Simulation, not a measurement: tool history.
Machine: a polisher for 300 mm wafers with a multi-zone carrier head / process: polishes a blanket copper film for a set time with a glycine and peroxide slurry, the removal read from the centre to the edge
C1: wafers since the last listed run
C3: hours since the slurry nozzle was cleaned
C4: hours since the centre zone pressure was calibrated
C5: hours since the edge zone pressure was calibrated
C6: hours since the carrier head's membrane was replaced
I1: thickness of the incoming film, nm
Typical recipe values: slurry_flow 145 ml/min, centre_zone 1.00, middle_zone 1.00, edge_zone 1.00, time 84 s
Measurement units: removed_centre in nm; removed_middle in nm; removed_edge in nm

run 1 hour=0.0 | slurry_flow=145 centre_zone=1.00 middle_zone=1.04 edge_zone=1.00 time=102 | C1=0 wafers_polished_on_this_pad=2297 C3=6.6 C4=490.5 C5=237.4 C6=162.0 | I1=1828.2 | removed_centre=455.2 removed_middle=474.9 removed_edge=459.4
run 2 hour=56.9 | slurry_flow=145 centre_zone=1.00 middle_zone=1.04 edge_zone=1.00 time=102 | C1=641 wafers_polished_on_this_pad=2939 C3=63.5 C4=547.4 C5=294.3 C6=218.9 | I1=1818.4 | removed_centre=449.2 removed_middle=471.1 removed_edge=460.7
run 3 hour=82.2 | slurry_flow=145 centre_zone=1.00 middle_zone=1.04 edge_zone=1.00 time=102 | C1=285 wafers_polished_on_this_pad=3224 C3=88.8 C4=572.7 C5=319.6 C6=244.2 | I1=1810.7 | removed_centre=447.8 removed_middle=469.4 removed_edge=465.7
-- hour=103.8 worn pad replaced by a new one
run 4 hour=110.6 | slurry_flow=105 centre_zone=1.04 middle_zone=1.00 edge_zone=1.00 time=84 | C1=275 wafers_polished_on_this_pad=76 C3=117.2 C4=601.1 C5=348.0 C6=272.6 | I1=1798.2 | removed_centre=379.3 removed_middle=375.5 removed_edge=391.6
run 5 hour=136.1 | slurry_flow=145 centre_zone=1.00 middle_zone=1.00 edge_zone=1.00 time=84 | C1=287 wafers_polished_on_this_pad=363 C3=142.7 C4=626.6 C5=373.5 C6=298.1 | I1=1787.3 | removed_centre=386.1 removed_middle=393.8 removed_edge=400.8
run 6 hour=184.0 | slurry_flow=145 centre_zone=1.00 middle_zone=1.00 edge_zone=1.00 time=84 | C1=540 wafers_polished_on_this_pad=903 C3=190.6 C4=674.5 C5=421.4 C6=346.0 | I1=1840.1 | removed_centre=378.8 removed_middle=387.7 removed_edge=396.1
run 7 hour=233.8 | slurry_flow=145 centre_zone=1.00 middle_zone=1.00 edge_zone=1.00 time=84 | C1=561 wafers_polished_on_this_pad=1465 C3=240.4 C4=724.3 C5=471.2 C6=395.8 | I1=1809.1 | removed_centre=368.3 removed_middle=377.3 removed_edge=381.9
-- hour=281.2 slurry nozzle cleaned
run 8 hour=304.5 | slurry_flow=145 centre_zone=1.00 middle_zone=1.00 edge_zone=1.00 time=84 | C1=785 wafers_polished_on_this_pad=2251 C3=23.3 C4=795.0 C5=541.9 C6=466.5 | I1=1806.6 | removed_centre=366.7 removed_middle=382.5 removed_edge=383.5
run 9 hour=363.5 | slurry_flow=145 centre_zone=1.00 middle_zone=1.00 edge_zone=1.00 time=84 | C1=665 wafers_polished_on_this_pad=2916 C3=82.3 C4=854.0 C5=600.9 C6=525.5 | I1=1836.3 | removed_centre=367.1 removed_middle=378.6 removed_edge=383.6
-- hour=403.3 worn pad replaced by a new one
run 10 hour=413.8 | slurry_flow=145 centre_zone=1.00 middle_zone=1.08 edge_zone=1.06 time=84 | C1=522 wafers_polished_on_this_pad=118 C3=132.6 C4=904.3 C5=651.2 C6=575.8 | I1=1847.7 | removed_centre=387.7 removed_middle=420.1 removed_edge=416.4
run 11 hour=442.6 | slurry_flow=145 centre_zone=1.00 middle_zone=1.08 edge_zone=1.06 time=84 | C1=324 wafers_polished_on_this_pad=442 C3=161.4 C4=933.1 C5=680.0 C6=604.6 | I1=1827.5 | removed_centre=382.1 removed_middle=422.8 removed_edge=408.9
-- hour=445.1 centre zone pressure recalibrated
run 12 hour=467.6 | slurry_flow=145 centre_zone=1.00 middle_zone=1.00 edge_zone=1.00 time=84 | C1=259 wafers_polished_on_this_pad=702 C3=186.4 C4=22.5 C5=705.0 C6=629.6 | I1=1861.7 | removed_centre=389.8 removed_middle=382.8 removed_edge=396.1
run 13 hour=509.1 | slurry_flow=145 centre_zone=1.00 middle_zone=1.08 edge_zone=1.00 time=84 | C1=467 wafers_polished_on_this_pad=1170 C3=227.9 C4=64.0 C5=746.5 C6=671.1 | I1=1810.0 | removed_centre=383.2 removed_middle=414.4 removed_edge=390.3
run 14 hour=555.0 | slurry_flow=175 centre_zone=1.00 middle_zone=1.08 edge_zone=1.07 time=57 | C1=517 wafers_polished_on_this_pad=1687 C3=273.8 C4=109.9 C5=792.4 C6=717.0 | I1=1835.9 | removed_centre=265.4 removed_middle=286.8 removed_edge=277.8
-- hour=602.9 slurry nozzle cleaned
-- hour=662.7 worn pad replaced by a new one
run 15 hour=737.6 | slurry_flow=145 centre_zone=1.10 middle_zone=1.00 edge_zone=1.00 time=74 | C1=2002 wafers_polished_on_this_pad=844 C3=134.7 C4=292.5 C5=975.0 C6=899.6 | I1=1807.2 | removed_centre=356.1 removed_middle=330.5 removed_edge=345.2
-- hour=891.8 slurry nozzle cleaned
run 16 hour=908.4 | slurry_flow=190 centre_zone=1.00 middle_zone=0.96 edge_zone=1.00 time=84 | C1=1914 wafers_polished_on_this_pad=2759 C3=16.6 C4=463.3 C5=1145.8 C6=1070.4 | I1=1827.0 | removed_centre=387.1 removed_middle=379.0 removed_edge=392.0
-- hour=940.2 worn pad replaced by a new one
-- hour=940.6 edge zone pressure recalibrated
run 17 hour=971.6 | slurry_flow=145 centre_zone=0.92 middle_zone=1.03 edge_zone=1.10 time=96 | C1=662 wafers_polished_on_this_pad=349 C3=79.8 C4=526.5 C5=31.0 C6=1133.6 | I1=1783.6 | removed_centre=425.3 removed_middle=466.8 removed_edge=477.9
run 18 hour=1093.4 | slurry_flow=145 centre_zone=1.00 middle_zone=1.04 edge_zone=1.00 time=102 | C1=1373 wafers_polished_on_this_pad=1722 C3=201.6 C4=648.3 C5=152.8 C6=1255.4 | I1=1860.6 | removed_centre=449.6 removed_middle=475.5 removed_edge=466.2
run 19 hour=1122.8 | slurry_flow=160 centre_zone=0.88 middle_zone=1.00 edge_zone=1.00 time=84 | C1=331 wafers_polished_on_this_pad=2053 C3=231.0 C4=677.7 C5=182.2 C6=1284.8 | I1=1843.2 | removed_centre=352.2 removed_middle=381.8 removed_edge=394.3
-- hour=1139.9 carrier head's membrane replaced by a new one
-- hour=1183.0 slurry nozzle cleaned
run 20 hour=1189.5 | slurry_flow=145 centre_zone=1.00 middle_zone=1.04 edge_zone=1.09 time=84 | C1=684 wafers_polished_on_this_pad=2738 C3=6.5 C4=744.4 C5=248.9 C6=49.6 | I1=1823.4 | removed_centre=364.0 removed_middle=380.7 removed_edge=395.5
run 21 hour=1229.2 | slurry_flow=145 centre_zone=0.92 middle_zone=1.03 edge_zone=1.00 time=84 | C1=447 wafers_polished_on_this_pad=3185 C3=46.2 C4=784.1 C5=288.6 C6=89.3 | I1=1812.5 | removed_centre=345.3 removed_middle=378.8 removed_edge=384.1
-- hour=1245.1 worn pad replaced by a new one
run 22 hour=1280.9 | slurry_flow=125 centre_zone=1.00 middle_zone=0.92 edge_zone=0.91 time=70 | C1=537 wafers_polished_on_this_pad=403 C3=97.9 C4=835.8 C5=340.3 C6=141.0 | I1=1836.4 | removed_centre=302.1 removed_middle=298.5 removed_edge=315.3
-- hour=1349.5 centre zone pressure recalibrated
run 23 hour=1460.2 | slurry_flow=180 centre_zone=1.00 middle_zone=1.00 edge_zone=1.00 time=84 | C1=1998 wafers_polished_on_this_pad=2402 C3=277.2 C4=110.7 C5=519.6 C6=320.3 | I1=1808.0 | removed_centre=391.5 removed_middle=391.2 removed_edge=391.1

Alternative continuations, all from the tool just after run 23; predict every row:
run A hour=1460.6 | slurry_flow=145 centre_zone=1.00 middle_zone=1.00 edge_zone=1.00 time=84 | C1=4 wafers_polished_on_this_pad=2406 C3=277.6 C4=111.1 C5=520.0 C6=320.7 | I1=1791.9 | removed_centre=? removed_middle=? removed_edge=?
run B hour=1460.6 | slurry_flow=110 centre_zone=1.00 middle_zone=0.89 edge_zone=0.91 time=84 | C1=4 wafers_polished_on_this_pad=2406 C3=277.6 C4=111.1 C5=520.0 C6=320.7 | I1=1791.9 | removed_centre=? removed_middle=? removed_edge=?
run C hour=1460.6 | slurry_flow=170 centre_zone=1.11 middle_zone=0.92 edge_zone=1.00 time=84 | C1=4 wafers_polished_on_this_pad=2406 C3=277.6 C4=111.1 C5=520.0 C6=320.7 | I1=1791.9 | removed_centre=? removed_middle=? removed_edge=?

run=A removed_centre=374.4 removed_middle=375.3 removed_edge=383.5
run=B removed_centre=352.9 removed_middle=323.4 removed_edge=354.3
run=C removed_centre=408.4 removed_middle=358.9 removed_edge=391.0
Without the tool's hidden state the same runs would have given:
run=A removed_centre=402.9 removed_middle=403.7 removed_edge=412.6
run=B removed_centre=379.7 removed_middle=348.0 removed_edge=381.1
run=C removed_centre=439.4 removed_middle=386.1 removed_edge=420.7

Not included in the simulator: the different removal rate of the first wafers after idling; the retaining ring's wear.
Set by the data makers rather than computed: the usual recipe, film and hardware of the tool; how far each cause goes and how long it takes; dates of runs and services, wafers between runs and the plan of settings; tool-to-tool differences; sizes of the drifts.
